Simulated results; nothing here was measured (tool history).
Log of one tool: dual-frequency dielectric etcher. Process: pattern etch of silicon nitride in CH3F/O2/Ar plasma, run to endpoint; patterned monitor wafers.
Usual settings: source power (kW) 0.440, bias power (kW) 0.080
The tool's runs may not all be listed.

run   hour  source power (kW)  bias power (kW)  incoming incoming film thickness, nm  endpoint time (s)
  1    0.0              0.440            0.066                                 34.93               47.9
  2   22.9              0.440            0.066                                 34.91               48.0
  3   42.9              0.440            0.080                                 34.99               43.7
  4   63.8              0.440            0.080                                 35.36               44.1
  5   93.9              0.440            0.080                                 34.70               43.3
     134.5  -- source power generator calibrated
     140.1  -- upper electrode replaced
  6  140.6              0.440            0.096                                 34.94               40.0
  7  149.6              0.440            0.096                                 35.15               39.9
  8  166.8              0.440            0.080                                 34.95               43.8
     172.6  -- bias power generator calibrated
     197.0  -- wet clean of the chamber
  9  197.5              0.440            0.080                                 35.02               43.8
 10  211.0              0.410            0.092                                 35.01               42.0
 11  224.2              0.410            0.080                                 35.08               45.1
 12  256.1              0.480            0.099                                 34.73               37.3
 13  269.1              0.360            0.092                                 34.87               44.4
 14  287.4              0.550            0.099                                 35.00               35.8
 15  317.7              0.440            0.062                                 34.94               49.7
 16  340.0              0.440            0.080                                 35.02               43.6

The tool's hidden state at each run:
etch rate over this chamber's usual, %: 0 in every run
source power that arrives over what is set, %: 0 in every run
bias power that arrives over what is set, %: 0 in every run

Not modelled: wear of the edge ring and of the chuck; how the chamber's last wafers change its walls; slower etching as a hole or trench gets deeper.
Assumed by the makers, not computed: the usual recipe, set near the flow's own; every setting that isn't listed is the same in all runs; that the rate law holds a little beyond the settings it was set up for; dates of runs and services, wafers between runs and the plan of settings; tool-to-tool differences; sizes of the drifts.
